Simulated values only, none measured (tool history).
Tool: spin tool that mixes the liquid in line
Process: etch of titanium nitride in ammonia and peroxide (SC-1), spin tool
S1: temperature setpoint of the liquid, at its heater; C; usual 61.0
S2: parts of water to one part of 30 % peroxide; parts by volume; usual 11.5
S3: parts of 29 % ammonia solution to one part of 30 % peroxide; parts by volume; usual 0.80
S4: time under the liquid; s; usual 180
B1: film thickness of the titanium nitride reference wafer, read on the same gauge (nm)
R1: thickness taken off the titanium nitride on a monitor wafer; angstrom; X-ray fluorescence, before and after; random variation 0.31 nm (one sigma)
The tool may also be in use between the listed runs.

| run | day | S1 | S2 | S3 | S4 | B1 | R1 |
|---|---|---|---|---|---|---|---|
| 1 | 0.000 | 61.0 | 11.5 | 0.80 | 180 | 130.01 | 283.9 |
| 2 | 2.833 | 55.0 | 16.5 | 0.80 | 100 | 130.00 | 83.7 |
| 3 | 4.579 | 66.5 | 14.5 | 0.50 | 260 | 130.02 | 467.2 |
| 4 | 5.642 | 61.0 | 11.5 | 0.80 | 180 | 130.01 | 277.5 |
| 5 | 7.875 | 65.0 | 15.5 | 0.80 | 95 | 130.01 | 162.1 |
| 6 | 9.692 | 56.5 | 11.5 | 1.05 | 260 | 130.00 | 307.9 |
| 7 | 12.604 | 68.0 | 6.0 | 0.80 | 210 | 129.95 | 775.7 |
| 8 | 13.712 | 61.0 | 11.5 | 0.70 | 180 | 129.99 | 295.6 |
| 9 | 15.225 | 55.0 | 16.5 | 0.80 | 100 | 130.01 | 92.8 |
| 10 | 17.779 | 55.0 | 16.5 | 0.80 | 100 | 129.98 | 93.4 |
| 11 | 22.250 | 51.5 | 11.5 | 0.80 | 180 | 129.99 | 159.5 |
| 12 | 25.221 | 61.0 | 6.5 | 0.95 | 265 | 129.99 | 609.5 |
| 13 | 27.479 | 61.0 | 16.5 | 0.80 | 180 | 129.98 | 243.6 |
| 14 | 30.075 | 61.0 | 11.5 | 0.80 | 180 | 129.99 | 296.6 |
| 15 | 32.312 | 68.5 | 17.0 | 0.60 | 240 | 129.98 | 497.1 |
| 16 | 34.646 | 69.5 | 11.5 | 0.80 | 180 | 130.01 | 509.4 |
| 17 | 36.779 | 67.0 | 11.5 | 0.80 | 180 | 130.03 | 440.2 |
| 18 | 39.050 | 57.5 | 11.5 | 0.95 | 270 | 130.03 | 357.2 |
| 19 | 41.708 | 61.0 | 11.5 | 0.80 | 180 | 130.02 | 294.9 |
| 20 | 43.696 | 61.0 | 11.5 | 0.80 | 180 | 129.99 | 294.0 |
| 21 | 46.600 | 65.5 | 14.5 | 0.80 | 85 | 130.03 | 162.6 |
| 22 | 48.717 | 51.0 | 6.5 | 0.80 | 220 | 130.03 | 242.1 |
| 23 | 51.142 | 55.0 | 6.5 | 0.55 | 75 | 129.97 | 102.0 |
| 24 | 52.333 | 61.0 | 11.5 | 1.15 | 140 | 130.00 | 238.7 |
| 25 | 53.712 | 61.0 | 16.0 | 0.80 | 210 | 129.98 | 284.9 |

Taken out of this log: 6 entries between the listed runs. Where each belongs, and how the hidden state differs across it:
Between runs 2 and 3: new drum of ammonia solution connected (day 3.442)
  temperature lost on the way to the wafer (K): 1.7 -> 1.73
  measured less the result without the state, R1: -10.3 -> -54.2 angstrom
Between runs 6 and 7: heated supply line repaired (day 10.179)
  temperature lost on the way to the wafer (K): 1.81 -> 0.358
  measured less the result without the state, R1: -39.9 -> -17.6 angstrom
Between runs 8 and 9: gauge calibrated (day 14.571)
  temperature lost on the way to the wafer (K): 0.376 -> 0.4
  measured less the result without the state, R1: -7.4 -> -2.6 angstrom
Between runs 10 and 11: ammonia flow meter replaced (day 18.521)
  temperature lost on the way to the wafer (K): 0.441 -> 0.512
  measured less the result without the state, R1: -2.8 -> -5.7 angstrom
Between runs 11 and 12: thermometer replaced (day 25.096)
  temperature lost on the way to the wafer (K): 0.512 -> 0.559
  measured less the result without the state, R1: -5.7 -> -22.7 angstrom
Between runs 15 and 16: new drum of ammonia solution connected (day 32.750)
  temperature lost on the way to the wafer (K): 0.673 -> 0.71
  measured less the result without the state, R1: -21.3 -> -23.0 angstrom
